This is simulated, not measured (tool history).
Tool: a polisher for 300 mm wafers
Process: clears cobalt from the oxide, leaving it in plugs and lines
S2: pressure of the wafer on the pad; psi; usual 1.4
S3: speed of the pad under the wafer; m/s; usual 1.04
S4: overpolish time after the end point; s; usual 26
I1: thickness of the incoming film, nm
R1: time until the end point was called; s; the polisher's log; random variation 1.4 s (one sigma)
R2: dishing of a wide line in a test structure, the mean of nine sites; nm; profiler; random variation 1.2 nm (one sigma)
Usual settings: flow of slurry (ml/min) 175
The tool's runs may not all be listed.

Run 1, day 0.000: usual settings; I1 318.6. Result: R1 89.0 s, R2 52.2 nm.
Run 2, day 0.700: usual settings; I1 320.1. Result: R1 89.8 s, R2 54.3 nm.
Run 3, day 1.462: usual settings; I1 323.7. Result: R1 93.8 s, R2 53.1 nm.
Run 4, day 2.946: usual settings but S3 0.80 m/s, S4 19 s; I1 322.8. Result: R1 113.0 s, R2 38.5 nm.
Run 5, day 3.988: usual settings; I1 315.7. Result: R1 91.7 s, R2 54.0 nm.
At day 4.333: worn pad replaced by a new one.
Run 6, day 5.179: usual settings; I1 319.2. Result: R1 97.7 s, R2 51.0 nm.
Run 7, day 5.892: usual settings; I1 317.7. Result: R1 98.4 s, R2 51.2 nm.
Run 8, day 7.217: usual settings; I1 325.0. Result: R1 104.2 s, R2 49.4 nm.
Run 9, day 8.496: usual settings; I1 324.7. Result: R1 104.5 s, R2 49.6 nm.
At day 9.821: worn pad replaced by a new one, repeated, since the last time left the tool worse.
Run 10, day 10.288: usual settings; I1 315.2. Result: R1 85.9 s, R2 52.8 nm.
At day 10.546: head pressure recalibrated.
Run 11, day 10.992: usual settings; I1 315.8. Result: R1 89.3 s, R2 52.2 nm.
Run 12, day 12.204: usual settings but S3 1.36 m/s, S4 37 s; I1 317.1. Result: R1 75.1 s, R2 68.5 nm.
Run 13, day 12.721: usual settings but flow of slurry (ml/min) 155, S2 1.8 psi, S3 1.14 m/s, S4 16 s; I1 315.4. Result: R1 71.8 s, R2 45.2 nm.
At day 13.888: worn pad replaced by a new one.
Run 14, day 14.088: usual settings; I1 320.8. Result: R1 90.2 s, R2 54.0 nm.
At day 14.862: slurry nozzle cleaned.
Run 15, day 15.412: usual settings but S3 0.80 m/s; I1 316.1. Result: R1 106.2 s, R2 50.9 nm.
Run 16, day 16.196: usual settings but flow of slurry (ml/min) 120, S2 1.6 psi, S3 1.34 m/s, S4 21 s; I1 321.0. Result: R1 73.0 s, R2 53.7 nm.
Run 17, day 16.817: usual settings but S2 1.6 psi, S4 17 s; I1 317.7. Result: R1 79.6 s, R2 42.5 nm.
Run 18, day 17.346: usual settings but flow of slurry (ml/min) 200, S2 1.1 psi, S4 42 s; I1 325.7. Result: R1 111.9 s, R2 60.9 nm.
At day 18.492: worn pad replaced by a new one.
Run 19, day 18.512: usual settings but flow of slurry (ml/min) 230, S4 31 s; I1 319.4. Result: R1 82.3 s, R2 59.1 nm.
Run 20, day 19.162: usual settings but S2 1.1 psi; I1 317.9. Result: R1 110.5 s, R2 47.3 nm.
Run 21, day 20.083: usual settings but flow of slurry (ml/min) 190, S3 0.90 m/s, S4 15 s; I1 313.5. Result: R1 99.3 s, R2 36.1 nm.
Run 22, day 20.842: usual settings; I1 314.1. Result: R1 92.2 s, R2 54.0 nm.
Run 23, day 22.121: usual settings; I1 320.7. Result: R1 92.6 s, R2 51.6 nm.

4 ways to go on from here, each from the tool as it stands after run 23. What would each give?
Run A, day 22.142: usual settings; I1 320.0. Result: R1 ?, R2 ?.
Run B, day 22.142: usual settings but flow of slurry (ml/min) 205, S4 39 s; I1 320.0. Result: R1 ?, R2 ?.
Run C, day 22.142: usual settings but S2 1.0 psi; I1 320.0. Result: R1 ?, R2 ?.
Run D, day 22.142: usual settings but flow of slurry (ml/min) 215, S2 1.0 psi; I1 320.0. Result: R1 ?, R2 ?.

run     R1    R2
  A   93.6  51.7
  B   91.4  62.9
  C  123.2  44.2
  D  119.6  45.0
Without the tool's hidden state the same runs would have given:
run     R1    R2
  A   88.8  53.2
  B   86.7  64.1
  C  116.9  45.6
  D  113.4  46.5
